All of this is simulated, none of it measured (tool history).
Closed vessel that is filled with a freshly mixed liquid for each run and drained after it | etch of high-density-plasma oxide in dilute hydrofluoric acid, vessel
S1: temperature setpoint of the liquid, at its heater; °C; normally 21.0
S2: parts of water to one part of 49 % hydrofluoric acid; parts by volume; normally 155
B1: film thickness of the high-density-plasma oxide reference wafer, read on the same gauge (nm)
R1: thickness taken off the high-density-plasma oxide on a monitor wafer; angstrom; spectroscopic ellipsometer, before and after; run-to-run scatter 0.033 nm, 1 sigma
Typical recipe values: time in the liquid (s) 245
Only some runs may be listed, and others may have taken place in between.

run 1 hour=0.0 | S1=21.0 S2=155 time_in_the_liquid_(s)=245 | B1=60.03 | R1=58.3
run 2 hour=13.6 | S1=21.0 S2=155 time_in_the_liquid_(s)=245 | B1=59.99 | R1=57.5
run 3 hour=21.5 | S1=21.0 S2=155 time_in_the_liquid_(s)=245 | B1=60.00 | R1=57.8
run 4 hour=33.8 | S1=21.0 S2=155 time_in_the_liquid_(s)=245 | B1=59.98 | R1=57.3
run 5 hour=42.7 | S1=21.0 S2=155 time_in_the_liquid_(s)=175 | B1=60.03 | R1=41.0
-- hour=55.7 hydrofluoric acid flow meter replaced
run 6 hour=56.2 | S1=21.0 S2=155 time_in_the_liquid_(s)=175 | B1=60.02 | R1=43.6
run 7 hour=70.2 | S1=21.0 S2=155 time_in_the_liquid_(s)=175 | B1=60.00 | R1=43.6
run 8 hour=83.6 | S1=21.0 S2=155 time_in_the_liquid_(s)=280 | B1=59.98 | R1=69.6
run 9 hour=95.8 | S1=21.0 S2=155 time_in_the_liquid_(s)=280 | B1=60.01 | R1=68.8
run 10 hour=108.5 | S1=21.0 S2=155 time_in_the_liquid_(s)=280 | B1=60.00 | R1=68.9
-- hour=124.1 thermometer replaced
run 11 hour=124.4 | S1=24.5 S2=155 time_in_the_liquid_(s)=245 | B1=60.01 | R1=77.8
run 12 hour=131.6 | S1=25.0 S2=130 time_in_the_liquid_(s)=390 | B1=60.01 | R1=152.8
run 13 hour=146.7 | S1=21.0 S2=155 time_in_the_liquid_(s)=245 | B1=60.00 | R1=67.3
run 14 hour=157.8 | S1=21.0 S2=200 time_in_the_liquid_(s)=245 | B1=60.00 | R1=49.6
run 15 hour=173.6 | S1=21.0 S2=155 time_in_the_liquid_(s)=245 | B1=60.01 | R1=66.9
-- hour=216.4 gauge calibrated
run 16 hour=222.1 | S1=21.0 S2=220 time_in_the_liquid_(s)=245 | B1=60.00 | R1=43.5
run 17 hour=236.0 | S1=21.0 S2=155 time_in_the_liquid_(s)=115 | B1=60.02 | R1=30.9
run 18 hour=248.8 | S1=21.0 S2=155 time_in_the_liquid_(s)=115 | B1=60.01 | R1=30.7
run 19 hour=255.6 | S1=21.0 S2=155 time_in_the_liquid_(s)=130 | B1=60.01 | R1=34.8
run 20 hour=264.8 | S1=18.0 S2=210 time_in_the_liquid_(s)=350 | B1=59.99 | R1=58.2
run 21 hour=277.8 | S1=18.5 S2=155 time_in_the_liquid_(s)=110 | B1=59.99 | R1=26.9
run 22 hour=285.1 | S1=21.0 S2=105 time_in_the_liquid_(s)=175 | B1=60.01 | R1=73.5
run 23 hour=294.8 | S1=21.0 S2=155 time_in_the_liquid_(s)=245 | B1=60.03 | R1=65.2
run 24 hour=307.2 | S1=24.0 S2=80 time_in_the_liquid_(s)=155 | B1=59.99 | R1=98.7
run 25 hour=320.6 | S1=21.0 S2=155 time_in_the_liquid_(s)=245 | B1=60.00 | R1=65.2
run 26 hour=335.2 | S1=21.0 S2=155 time_in_the_liquid_(s)=155 | B1=59.99 | R1=41.1

What does the tool deliver on the next run?
run 27 hour=350.6 | S1=25.0 S2=155 time_in_the_liquid_(s)=110 | B1=? | R1=?

B1: 59.98
R1: 34.1 angstrom
If the tool had no hidden condition, the same run with the same run-to-run variation would have returned R1 36.1 angstrom.
